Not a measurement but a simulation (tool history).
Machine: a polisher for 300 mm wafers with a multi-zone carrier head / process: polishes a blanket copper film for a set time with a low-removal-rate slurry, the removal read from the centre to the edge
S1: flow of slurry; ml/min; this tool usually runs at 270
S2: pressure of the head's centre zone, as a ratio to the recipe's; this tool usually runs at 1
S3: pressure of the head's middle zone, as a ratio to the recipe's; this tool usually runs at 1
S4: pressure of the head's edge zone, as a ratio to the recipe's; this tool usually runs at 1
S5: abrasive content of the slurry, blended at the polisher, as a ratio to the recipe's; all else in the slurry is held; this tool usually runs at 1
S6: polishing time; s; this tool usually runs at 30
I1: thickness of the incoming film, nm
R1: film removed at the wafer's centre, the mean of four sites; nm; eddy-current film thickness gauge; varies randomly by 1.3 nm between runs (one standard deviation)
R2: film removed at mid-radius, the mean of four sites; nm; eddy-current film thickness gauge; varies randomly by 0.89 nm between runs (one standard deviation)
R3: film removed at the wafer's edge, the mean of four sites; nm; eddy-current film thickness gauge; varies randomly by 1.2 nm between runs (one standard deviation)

| run | hour | S1 | S2 | S3 | S4 | S5 | S6 | I1 | R1 | R2 | R3 |
|---|---|---|---|---|---|---|---|---|---|---|---|
| 1 | 0 | 270 | 1 | 1 | 1 | 0.85 | 20 | 886.1 | 66.7 | 66.5 | 68 |
| 2 | 6.6 | 270 | 0.9 | 1.09 | 1.07 | 1 | 30 | 877.6 | 94.5 | 113.2 | 109.3 |
| 3 | 20.4 | 340 | 0.9 | 1 | 0.95 | 1 | 30 | 884.1 | 93.6 | 107 | 103.3 |
| 4 | 37.9 | 270 | 1 | 1 | 1 | 1 | 30 | 873.7 | 102.2 | 106.9 | 104.4 |
| 5 | 47.6 | 315 | 1 | 1.06 | 1 | 1 | 30 | 889.8 | 104.2 | 111.1 | 107.1 |
|  | 59.5 | edge zone pressure recalibrated |
| 6 | 59.8 | 270 | 1 | 1.03 | 1 | 1 | 30 | 866.1 | 103.2 | 109 | 104.7 |
| 7 | 76.1 | 270 | 0.91 | 1 | 1.09 | 1 | 36 | 883.2 | 113 | 124.6 | 132.1 |
|  | 110.8 | worn pad replaced by a new one |
| 8 | 118.4 | 270 | 1 | 1 | 1 | 1 | 30 | 887.5 | 104.8 | 106.2 | 104.5 |
| 9 | 135.8 | 270 | 0.91 | 1.08 | 1 | 1.1 | 39 | 886 | 123.9 | 150.1 | 139.5 |
| 10 | 153.4 | 200 | 1 | 1 | 0.93 | 1 | 30 | 876.2 | 98.5 | 102.1 | 100 |
|  | 160 | slurry nozzle cleaned |
| 11 | 160.3 | 270 | 1 | 1 | 1 | 1 | 40 | 867.1 | 138.8 | 142 | 138.9 |
| 12 | 170.7 | 270 | 1 | 1.08 | 1 | 1 | 30 | 890.7 | 103.7 | 113.2 | 106.6 |
| 13 | 182.1 | 330 | 0.97 | 0.96 | 1 | 1 | 22 | 868.2 | 74.2 | 74.6 | 77.6 |
| 14 | 199.5 | 200 | 1 | 1 | 0.93 | 1 | 30 | 879 | 100.4 | 101.4 | 100.4 |
| 15 | 214.6 | 270 | 1 | 1 | 1 | 1 | 30 | 877.5 | 102.9 | 106.1 | 104 |
| 16 | 221.6 | 270 | 1 | 1 | 1 | 1.25 | 30 | 874 | 109.1 | 111.9 | 111.2 |
| 17 | 231.4 | 270 | 1 | 1 | 1 | 1 | 30 | 870.8 | 103 | 105.2 | 105.3 |
|  | 235.8 | worn pad replaced by a new one |
| 18 | 241.3 | 270 | 1.11 | 1 | 1 | 1 | 30 | 880.8 | 115.5 | 105.5 | 105.8 |
| 19 | 258.7 | 270 | 1.11 | 0.9 | 1 | 0.85 | 30 | 899 | 111.8 | 92.8 | 100.4 |
| 20 | 294.6 | 270 | 1.06 | 1.11 | 1 | 1 | 30 | 883.8 | 111.3 | 113.6 | 103.7 |
| 21 | 308.6 | 270 | 1 | 1 | 1 | 1 | 30 | 878.5 | 100.3 | 105.4 | 104.8 |

Branching from run 21: 5 alternative next runs. What would each branch give?
| A | 309 | 270 | 1 | 1 | 1 | 1 | 30 | 877.9 | ? | ? | ? |
| B | 309 | 270 | 1 | 1 | 1 | 1.25 | 25 | 877.9 | ? | ? | ? |
| C | 309 | 270 | 1 | 1.11 | 0.91 | 1 | 24 | 877.9 | ? | ? | ? |
| D | 309 | 225 | 1 | 1 | 1 | 1 | 30 | 877.9 | ? | ? | ? |
| E | 309 | 270 | 1 | 0.91 | 1.05 | 1 | 30 | 877.9 | ? | ? | ? |

| run | R1 | R2 | R3 |
|---|---|---|---|
| A | 100.3 | 106.5 | 106.8 |
| B | 88 | 93.4 | 93.6 |
| C | 80.3 | 92.3 | 81.6 |
| D | 98.3 | 104.6 | 105.3 |
| E | 100.3 | 99.3 | 109.4 |
Take away the tool's hidden state, keep each run's random variation, and the runs would have read:
| run | R1 | R2 | R3 |
|---|---|---|---|
| A | 100.3 | 106.5 | 106.8 |
| B | 88 | 93.4 | 93.6 |
| C | 80.3 | 92.3 | 81.6 |
| D | 98.3 | 104.6 | 105.3 |
| E | 100.3 | 99.3 | 109.4 |
